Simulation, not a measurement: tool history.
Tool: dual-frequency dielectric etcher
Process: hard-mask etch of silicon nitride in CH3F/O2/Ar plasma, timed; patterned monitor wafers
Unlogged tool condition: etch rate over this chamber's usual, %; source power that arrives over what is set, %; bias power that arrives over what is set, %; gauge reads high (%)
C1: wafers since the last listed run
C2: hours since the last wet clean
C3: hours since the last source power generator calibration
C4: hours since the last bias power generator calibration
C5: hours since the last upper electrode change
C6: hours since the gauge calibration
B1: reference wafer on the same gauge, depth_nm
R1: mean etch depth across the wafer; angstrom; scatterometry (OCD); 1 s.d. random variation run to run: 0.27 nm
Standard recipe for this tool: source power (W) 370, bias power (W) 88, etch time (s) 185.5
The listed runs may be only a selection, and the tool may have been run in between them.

Run 1, hour 0.0: usual settings; C1 0; C2 258.6; C3 2069.7; C4 2567.6; C5 3109.3; C6 1079.1; B1 128.9. Result: R1 1202 angstrom.
At hour 50.9: upper electrode replaced.
Run 2, hour 51.4: usual settings but source power (W) 400; C1 199; C2 310.0; C3 2121.1; C4 2619.0; C5 0.5; C6 1130.5; B1 129.1. Result: R1 1221 angstrom.
Run 3, hour 51.7: usual settings but source power (W) 400; C1 2; C2 310.3; C3 2121.4; C4 2619.3; C5 0.8; C6 1130.8; B1 129.0. Result: R1 1220 angstrom.
At hour 71.5: bias power generator calibrated.
Run 4, hour 81.0: usual settings but source power (W) 400; C1 183; C2 339.6; C3 2150.7; C4 9.5; C5 30.1; C6 1160.1; B1 129.0. Result: R1 1217 angstrom.
Run 5, hour 109.8: usual settings but source power (W) 310; C1 209; C2 368.4; C3 2179.5; C4 38.3; C5 58.9; C6 1188.9; B1 129.0. Result: R1 1148 angstrom.
Run 6, hour 145.4: usual settings; C1 258; C2 404.0; C3 2215.1; C4 73.9; C5 94.5; C6 1224.5; B1 129.1. Result: R1 1195 angstrom.
Run 7, hour 161.7: usual settings; C1 118; C2 420.3; C3 2231.4; C4 90.2; C5 110.8; C6 1240.8; B1 129.1. Result: R1 1194 angstrom.
At hour 182.5: source power generator calibrated.
Run 8, hour 187.8: usual settings; C1 160; C2 446.4; C3 5.3; C4 116.3; C5 136.9; C6 1266.9; B1 129.1. Result: R1 1201 angstrom.
Run 9, hour 207.8: usual settings but bias power (W) 70; C1 145; C2 466.4; C3 25.3; C4 136.3; C5 156.9; C6 1286.9; B1 129.1. Result: R1 1125 angstrom.
At hour 232.4: wet clean of the chamber.
Run 10, hour 232.9: usual settings but bias power (W) 82, etch time (s) 162.5; C1 7; C2 0.5; C3 50.4; C4 161.4; C5 182.0; C6 1312.0; B1 129.0. Result: R1 1031 angstrom.
At hour 233.4: gauge calibrated.
Run 11, hour 255.5: usual settings but source power (W) 330, bias power (W) 110, etch time (s) 238.0; C1 164; C2 23.1; C3 73.0; C4 184.0; C5 204.6; C6 22.1; B1 126.2. Result: R1 1558 angstrom.
Run 12, hour 278.3: usual settings but source power (W) 310, bias power (W) 73; C1 165; C2 45.9; C3 95.8; C4 206.8; C5 227.4; C6 44.9; B1 126.4. Result: R1 1068 angstrom.
Run 13, hour 304.5: usual settings but source power (W) 410, bias power (W) 104, etch time (s) 226.5; C1 190; C2 72.1; C3 122.0; C4 233.0; C5 253.6; C6 71.1; B1 126.5. Result: R1 1539 angstrom.
Run 14, hour 332.8: usual settings but bias power (W) 96, etch time (s) 141.5; C1 205; C2 100.4; C3 150.3; C4 261.3; C5 281.9; C6 99.4; B1 126.7. Result: R1 919 angstrom.
Run 15, hour 359.8: usual settings but source power (W) 440, etch time (s) 202.0; C1 196; C2 127.4; C3 177.3; C4 288.3; C5 308.9; C6 126.4; B1 126.9. Result: R1 1339 angstrom.
Run 16, hour 385.9: usual settings but source power (W) 280, bias power (W) 109, etch time (s) 239.0; C1 189; C2 153.5; C3 203.4; C4 314.4; C5 335.0; C6 152.5; B1 127.0. Result: R1 1516 angstrom.
Run 17, hour 399.8: usual settings; C1 101; C2 167.4; C3 217.3; C4 328.3; C5 348.9; C6 166.4; B1 127.0. Result: R1 1183 angstrom.
Run 18, hour 421.5: usual settings but etch time (s) 217.0; C1 157; C2 189.1; C3 239.0; C4 350.0; C5 370.6; C6 188.1; B1 127.3. Result: R1 1380 angstrom.
Run 19, hour 447.7: usual settings but bias power (W) 78; C1 190; C2 215.3; C3 265.2; C4 376.2; C5 396.8; C6 214.3; B1 127.4. Result: R1 1144 angstrom.

Run 20 has not been measured yet. What should we expect?
Run 20, hour 481.5: usual settings but source power (W) 400, etch time (s) 171.5; C1 245; C2 249.1; C3 299.0; C4 410.0; C5 430.6; C6 248.1; B1 ?. Result: R1 ?.

B1: 127.5
R1: 1116 angstrom
Had the tool carried no hidden state, the very same run would have given R1 1103 angstrom.
